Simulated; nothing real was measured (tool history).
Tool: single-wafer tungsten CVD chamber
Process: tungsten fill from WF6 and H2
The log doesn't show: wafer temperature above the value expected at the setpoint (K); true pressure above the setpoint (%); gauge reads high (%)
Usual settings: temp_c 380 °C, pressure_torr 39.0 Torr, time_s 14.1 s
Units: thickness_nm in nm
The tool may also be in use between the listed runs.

run,day,temp_c,pressure_torr,time_s,wafers since the last listed run,hours since the last thermocouple change,hours since the last manometer calibration,hours since the showerhead was replaced,hours since the gauge calibration,"read-back reference wafer on the same gauge, thickness_nm",thickness_nm
1,0.000,380,39.0,14.1,0,1222.1,1460.1,4238.5,1148.5,30.100,31.975
2,1.242,380,39.0,14.1,826,1251.9,1489.9,4268.3,1178.3,30.104,31.943
3,2.083,371,39.0,14.1,560,1272.1,1510.1,4288.5,1198.5,30.091,25.680
4,3.267,371,39.0,14.1,788,1300.5,1538.5,4316.9,1226.9,30.104,25.871
5,4.292,380,39.0,14.1,682,1325.1,1563.1,4341.5,1251.5,30.093,31.930
6,5.617,380,39.0,14.1,882,1356.9,1594.9,4373.3,1283.3,30.095,31.971
7,6.412,380,39.0,14.1,529,1376.0,1614.0,4392.4,1302.4,30.085,31.925
8,7.783,380,39.0,14.1,912,1408.9,1646.9,4425.3,1335.3,30.087,32.160
9,8.650,380,39.0,14.1,577,1429.7,1667.7,4446.1,1356.1,30.101,31.817
10,9.288,380,39.0,14.1,424,1445.0,1683.0,4461.4,1371.4,30.097,32.049
11,10.367,380,39.0,14.1,718,1470.9,1708.9,4487.3,1397.3,30.103,32.027
# day 11.000: gauge calibrated
12,11.546,380,39.0,14.1,785,1499.2,1737.2,4515.6,13.1,30.109,31.762
13,12.629,380,39.0,14.1,721,1525.2,1763.2,4541.6,39.1,30.090,31.714
14,13.846,386,39.0,14.1,810,1554.4,1792.4,4570.8,68.3,30.109,36.560
15,14.562,375,46.5,14.1,477,1571.6,1809.6,4588.0,85.5,30.100,30.356
16,15.912,365,45.6,16.3,899,1604.0,1842.0,4620.4,117.9,30.107,27.230
# day 18.725: capacitance manometer re-zeroed and calibrated
# day 18.896: showerhead replaced
17,20.392,380,39.0,14.1,2646,1711.5,40.0,35.9,225.4,30.101,32.061
# day 21.538: thermocouple changed; heater temperature recalibrated
18,21.558,380,39.0,14.1,554,0.5,68.0,63.9,253.4,30.101,32.087
19,23.500,394,47.1,16.0,1293,47.1,114.6,110.5,300.0,30.120,53.092
20,24.950,368,46.5,14.1,965,81.9,149.4,145.3,334.8,30.103,25.657
21,26.483,376,39.0,13.0,1021,118.7,186.2,182.1,371.6,30.111,26.863
22,27.179,374,29.7,14.1,463,135.4,202.9,198.8,388.3,30.101,25.066
23,28.625,375,39.0,12.5,962,170.1,237.6,233.5,423.0,30.106,25.106
24,29.362,380,39.0,14.1,491,187.8,255.3,251.2,440.7,30.084,31.911
25,30.746,380,39.0,14.1,921,221.0,288.5,284.4,473.9,30.106,31.972
26,32.075,392,33.3,16.6,885,252.9,320.4,316.3,505.8,30.093,46.543
27,33.150,380,39.0,14.1,715,278.7,346.2,342.1,531.6,30.111,32.035
28,33.875,385,39.0,14.1,482,296.1,363.6,359.5,549.0,30.086,35.919
29,35.346,390,34.0,12.5,979,331.4,398.9,394.8,584.3,30.102,33.760
30,35.962,372,31.6,12.0,410,346.2,413.7,409.6,599.1,30.092,20.835
31,37.208,380,39.0,14.1,829,376.1,443.6,439.5,629.0,30.095,31.977
32,37.721,380,35.8,16.5,341,388.4,455.9,451.8,641.3,30.109,36.190
33,39.133,387,30.5,11.7,940,422.3,489.8,485.7,675.2,30.098,28.342
34,40.071,380,39.0,14.1,624,444.8,512.3,508.2,697.7,30.098,32.024

What the log doesn't show, run by run:
wafer temperature above the value expected at the setpoint (K): 0 in every run
true pressure above the setpoint (%): 0 in every run
gauge reads high (%): 0 in every run
